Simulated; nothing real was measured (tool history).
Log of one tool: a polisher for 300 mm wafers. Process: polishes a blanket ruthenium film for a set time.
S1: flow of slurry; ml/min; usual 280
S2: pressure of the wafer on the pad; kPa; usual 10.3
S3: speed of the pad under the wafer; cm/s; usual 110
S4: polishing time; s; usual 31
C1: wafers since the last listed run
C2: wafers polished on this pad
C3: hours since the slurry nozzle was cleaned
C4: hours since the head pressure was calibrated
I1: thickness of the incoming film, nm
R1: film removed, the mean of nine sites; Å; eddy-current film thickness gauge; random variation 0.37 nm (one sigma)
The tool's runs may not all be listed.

run   hour   S1    S2   S3  S4   C1   C2     C3     C4     I1   R1
  1    0.0  280  10.3  110  31    0  477   64.5  292.0  328.1  306
      53.2  -- worn pad replaced by a new one
  2   53.7  280  10.3  110  31  367    4  118.2  345.7  329.9  337
  3   68.7  280  10.3  110  31  111  115  133.2  360.7  331.6  332
  4   74.8  280  10.3  110  31   45  160  139.3  366.8  326.5  324
  5   88.1  280  10.3  110  31   98  258  152.6  380.1  329.8  319
  6  101.4  280  10.3  110  31   98  357  165.9  393.4  332.2  311
  7  116.5  280  10.3  110  31  111  468  181.0  408.5  327.8  309
     130.2  -- head pressure recalibrated
  8  130.7  280  10.3  110  31   90  559  195.2    0.5  325.0  305
  9  136.9  280  10.3  110  31   45  604  201.4    6.7  325.0  304
     179.4  -- worn pad replaced by a new one
 10  188.5  335  10.3  110  31  352   67  253.0   58.3  334.3  345
 11  206.4  335  10.3  110  31  132  199  270.9   76.2  337.3  332
 12  222.2  335  10.3  110  31  116  316  286.7   92.0  329.3  324
 13  235.0  280  10.3   82  31   94  411  299.5  104.8  333.0  234
 14  275.4  280  10.3   82  31  299  710  339.9  145.2  331.0  228
 15  283.6  280  13.1  110  31   60  771  348.1  153.4  328.6  388
     294.8  -- worn pad replaced by a new one
 16  300.1  280  13.1  110  31   92   38  364.6  169.9  332.0  429
 17  312.9  280  13.1  110  31   94  133  377.4  182.7  328.9  415
     321.5  -- slurry nozzle cleaned
 18  325.5  230  10.3  110  35   85  219    4.0  195.3  327.9  353
 19  340.1  280  10.3  110  31  108  327   18.6  209.9  327.3  306
 20  349.2  185   8.3   98  37   67  394   27.7  219.0  329.9  247
 21  363.0  215   7.6   94  23  102  497   41.5  232.8  330.0  135
 22  377.3  195  11.7  110  31  105  602   55.8  247.1  331.2  331
 23  394.9  280   8.3  110  38  130  733   73.4  264.7  328.0  291
 24  407.6  215   7.6  140  27   93  827   86.1  277.4  330.4  235
 25  422.2  250  10.3  110  31  108  935  100.7  292.0  332.0  294
     434.1  -- worn pad replaced by a new one
 26  434.6  215   7.6  110  28   62    3  113.1  304.4  329.8  227
 27  449.7  280  10.3  110  31  111  115  128.2  319.5  328.9  331
 28  458.5  280  10.3  110  31   65  180  137.0  328.3  331.1  324
     466.1  -- head pressure recalibrated
 29  510.1  210  10.3  110  37  367  547  188.6   44.0  334.6  356
 30  526.1  280  10.3  126  31  118  666  204.6   60.0  325.9  351
     564.2  -- worn pad replaced by a new one
 31  564.7  280  11.7  120  31  256    3  243.2   98.6  327.2  417
 32  577.9  240   8.3  110  31   97  101  256.4  111.8  333.2  261
 33  593.5  280   9.0  110  31  115  216  272.0  127.4  329.8  273
 34  603.2  335  10.3  138  31   71  288  281.7  137.1  328.7  400
 35  609.6  280  10.3  110  31   47  335  288.1  143.5  331.8  310

Forecast each of these 5 alternatives for the next run:
  A  610.0  280  10.3  110  31   2  338  288.5  143.9  331.1   ?
  B  610.0  280  13.8  110  41   2  338  288.5  143.9  331.1   ?
  C  610.0  280  10.3   76  40   2  338  288.5  143.9  331.1   ?
  D  610.0  355  10.3  134  28   2  338  288.5  143.9  331.1   ?
  E  610.0  335   9.7   80  28   2  338  288.5  143.9  331.1   ?

run   R1
  A  313
  B  552
  C  279
  D  352
  E  195
Without the tool's hidden state the same runs would have given:
run   R1
  A  346
  B  611
  C  309
  D  390
  E  216
